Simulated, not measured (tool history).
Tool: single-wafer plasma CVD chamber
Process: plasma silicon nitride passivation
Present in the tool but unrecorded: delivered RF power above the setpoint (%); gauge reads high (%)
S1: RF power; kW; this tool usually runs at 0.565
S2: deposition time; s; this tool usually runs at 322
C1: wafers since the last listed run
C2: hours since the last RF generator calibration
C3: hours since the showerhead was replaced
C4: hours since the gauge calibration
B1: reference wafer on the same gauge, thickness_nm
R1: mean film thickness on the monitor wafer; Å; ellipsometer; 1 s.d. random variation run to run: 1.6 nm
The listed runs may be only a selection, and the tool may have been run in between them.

{"run": 1, "hour": 0.0, "S1": 0.645, "S2": 322, "C1": 0, "C2": 2072.2, "C3": 5119.3, "C4": 585.2, "B1": 461.392, "R1": 5661.7}
{"run": 2, "hour": 103.4, "S1": 0.515, "S2": 290, "C1": 699, "C2": 2175.6, "C3": 5222.7, "C4": 688.6, "B1": 461.976, "R1": 4661.57}
{"hour": 129.6, "done": "gauge calibrated"}
{"run": 3, "hour": 136.5, "S1": 0.565, "S2": 373, "C1": 223, "C2": 2208.7, "C3": 5255.8, "C4": 6.9, "B1": 461.8, "R1": 6198.4}
{"run": 4, "hour": 164.2, "S1": 0.565, "S2": 373, "C1": 187, "C2": 2236.4, "C3": 5283.5, "C4": 34.6, "B1": 462.183, "R1": 6173}
{"run": 5, "hour": 179.5, "S1": 0.59, "S2": 322, "C1": 103, "C2": 2251.7, "C3": 5298.8, "C4": 49.9, "B1": 462.157, "R1": 5436.55}
{"run": 6, "hour": 196.2, "S1": 0.59, "S2": 322, "C1": 112, "C2": 2268.4, "C3": 5315.5, "C4": 66.6, "B1": 461.321, "R1": 5445.69}
{"run": 7, "hour": 220.8, "S1": 0.59, "S2": 322, "C1": 166, "C2": 2293, "C3": 5340.1, "C4": 91.2, "B1": 461.847, "R1": 5436.61}
{"run": 8, "hour": 244.6, "S1": 0.565, "S2": 322, "C1": 160, "C2": 2316.8, "C3": 5363.9, "C4": 115, "B1": 462.11, "R1": 5341.73}
{"run": 9, "hour": 261.5, "S1": 0.565, "S2": 322, "C1": 114, "C2": 2333.7, "C3": 5380.8, "C4": 131.9, "B1": 461.588, "R1": 5355.37}
{"run": 10, "hour": 279.7, "S1": 0.565, "S2": 322, "C1": 123, "C2": 2351.9, "C3": 5399, "C4": 150.1, "B1": 462.198, "R1": 5331.35}
{"run": 11, "hour": 367.9, "S1": 0.565, "S2": 322, "C1": 596, "C2": 2440.1, "C3": 5487.2, "C4": 238.3, "B1": 461.906, "R1": 5365.33}
{"run": 12, "hour": 389.8, "S1": 0.565, "S2": 322, "C1": 148, "C2": 2462, "C3": 5509.1, "C4": 260.2, "B1": 461.944, "R1": 5326.03}
{"hour": 410.3, "done": "showerhead replaced"}
{"run": 13, "hour": 410.8, "S1": 0.565, "S2": 343, "C1": 87, "C2": 2483, "C3": 0.5, "C4": 281.2, "B1": 461.628, "R1": 5691.77}
{"run": 14, "hour": 435.2, "S1": 0.565, "S2": 343, "C1": 165, "C2": 2507.4, "C3": 24.9, "C4": 305.6, "B1": 461.788, "R1": 5666.11}
{"run": 15, "hour": 463.7, "S1": 0.595, "S2": 322, "C1": 192, "C2": 2535.9, "C3": 53.4, "C4": 334.1, "B1": 462.064, "R1": 5421.55}
{"run": 16, "hour": 493.1, "S1": 0.595, "S2": 322, "C1": 198, "C2": 2565.3, "C3": 82.8, "C4": 363.5, "B1": 461.641, "R1": 5441.62}
{"run": 17, "hour": 521.5, "S1": 0.595, "S2": 322, "C1": 192, "C2": 2593.7, "C3": 111.2, "C4": 391.9, "B1": 461.858, "R1": 5419.96}
{"run": 18, "hour": 545.5, "S1": 0.565, "S2": 322, "C1": 162, "C2": 2617.7, "C3": 135.2, "C4": 415.9, "B1": 461.934, "R1": 5309.39}
{"run": 19, "hour": 559.6, "S1": 0.565, "S2": 322, "C1": 95, "C2": 2631.8, "C3": 149.3, "C4": 430, "B1": 462.323, "R1": 5315.39}
{"run": 20, "hour": 579.6, "S1": 0.565, "S2": 322, "C1": 135, "C2": 2651.8, "C3": 169.3, "C4": 450, "B1": 461.953, "R1": 5322.76}
{"run": 21, "hour": 602.7, "S1": 0.655, "S2": 322, "C1": 156, "C2": 2674.9, "C3": 192.4, "C4": 473.1, "B1": 461.956, "R1": 5623.91}
{"run": 22, "hour": 622.5, "S1": 0.62, "S2": 294, "C1": 133, "C2": 2694.7, "C3": 212.2, "C4": 492.9, "B1": 462.083, "R1": 4986.92}
{"run": 23, "hour": 638.4, "S1": 0.48, "S2": 350, "C1": 107, "C2": 2710.6, "C3": 228.1, "C4": 508.8, "B1": 461.364, "R1": 5387.93}
{"run": 24, "hour": 665.6, "S1": 0.565, "S2": 322, "C1": 183, "C2": 2737.8, "C3": 255.3, "C4": 536, "B1": 462.082, "R1": 5290.16}
{"run": 25, "hour": 678.5, "S1": 0.595, "S2": 322, "C1": 87, "C2": 2750.7, "C3": 268.2, "C4": 548.9, "B1": 462.004, "R1": 5376.4}
{"run": 26, "hour": 713.6, "S1": 0.565, "S2": 322, "C1": 237, "C2": 2785.8, "C3": 303.3, "C4": 584, "B1": 461.842, "R1": 5323.37}
{"run": 27, "hour": 741.6, "S1": 0.52, "S2": 382, "C1": 189, "C2": 2813.8, "C3": 331.3, "C4": 612, "B1": 462.679, "R1": 6093.6}
{"run": 28, "hour": 777.4, "S1": 0.52, "S2": 271, "C1": 242, "C2": 2849.6, "C3": 367.1, "C4": 647.8, "B1": 462.403, "R1": 4298.94}
{"hour": 777.9, "done": "gauge calibrated"}
{"hour": 785.7, "done": "RF generator calibrated"}
{"run": 29, "hour": 793.9, "S1": 0.46, "S2": 258, "C1": 57, "C2": 8.2, "C3": 383.6, "C4": 16, "B1": 461.633, "R1": 4019.4}
{"run": 30, "hour": 813.2, "S1": 0.525, "S2": 349, "C1": 130, "C2": 27.5, "C3": 402.9, "C4": 35.3, "B1": 461.929, "R1": 5713.78}
{"run": 31, "hour": 839.9, "S1": 0.565, "S2": 322, "C1": 180, "C2": 54.2, "C3": 429.6, "C4": 62, "B1": 461.937, "R1": 5438.53}
{"run": 32, "hour": 868.2, "S1": 0.565, "S2": 322, "C1": 191, "C2": 82.5, "C3": 457.9, "C4": 90.3, "B1": 461.949, "R1": 5454.95}
{"run": 33, "hour": 904.1, "S1": 0.675, "S2": 371, "C1": 242, "C2": 118.4, "C3": 493.8, "C4": 126.2, "B1": 461.643, "R1": 6709.83}
{"run": 34, "hour": 928.4, "S1": 0.565, "S2": 295, "C1": 164, "C2": 142.7, "C3": 518.1, "C4": 150.5, "B1": 462.067, "R1": 5000.65}
{"run": 35, "hour": 951.7, "S1": 0.565, "S2": 322, "C1": 157, "C2": 166, "C3": 541.4, "C4": 173.8, "B1": 462.264, "R1": 5473.45}
{"run": 36, "hour": 967.0, "S1": 0.655, "S2": 286, "C1": 103, "C2": 181.3, "C3": 556.7, "C4": 189.1, "B1": 462.155, "R1": 5081.09}
{"run": 37, "hour": 996.0, "S1": 0.49, "S2": 322, "C1": 196, "C2": 210.3, "C3": 585.7, "C4": 218.1, "B1": 461.781, "R1": 5133.43}
{"run": 38, "hour": 1014.7, "S1": 0.65, "S2": 261, "C1": 126, "C2": 229, "C3": 604.4, "C4": 236.8, "B1": 462.183, "R1": 4635.92}
{"run": 39, "hour": 1032.0, "S1": 0.565, "S2": 322, "C1": 117, "C2": 246.3, "C3": 621.7, "C4": 254.1, "B1": 461.967, "R1": 5414.52}
{"run": 40, "hour": 1056.4, "S1": 0.465, "S2": 260, "C1": 165, "C2": 270.7, "C3": 646.1, "C4": 278.5, "B1": 462.141, "R1": 4062.21}
{"run": 41, "hour": 1069.2, "S1": 0.63, "S2": 322, "C1": 86, "C2": 283.5, "C3": 658.9, "C4": 291.3, "B1": 462.09, "R1": 5674.31}
{"run": 42, "hour": 1084.2, "S1": 0.505, "S2": 380, "C1": 101, "C2": 298.5, "C3": 673.9, "C4": 306.3, "B1": 461.901, "R1": 6126.73}
{"run": 43, "hour": 1101.1, "S1": 0.675, "S2": 280, "C1": 114, "C2": 315.4, "C3": 690.8, "C4": 323.2, "B1": 462.063, "R1": 5068.07}
{"run": 44, "hour": 1129.5, "S1": 0.565, "S2": 322, "C1": 192, "C2": 343.8, "C3": 719.2, "C4": 351.6, "B1": 461.614, "R1": 5469.22}

For each entry between runs, how does the tool's hidden state at the last listed run before it compare with that at the first listed run after it?
In the gap between runs 2 and 3: gauge calibrated (hour 129.6)
  delivered RF power above the setpoint (%): -4.7 -> -4.83
  measured minus no-state result, R1: -89.7 -> -122.73 Å
In the gap between runs 12 and 13: showerhead replaced (hour 410.3)
  delivered RF power above the setpoint (%): -5.89 -> -5.99
  measured minus no-state result, R1: -129.96 -> -141.21 Å
In the gap between runs 28 and 29: gauge calibrated (hour 777.9); RF generator calibrated (hour 785.7)
  delivered RF power above the setpoint (%): -7.74 -> -0.544
  measured minus no-state result, R1: -140.27 -> -8.64 Å
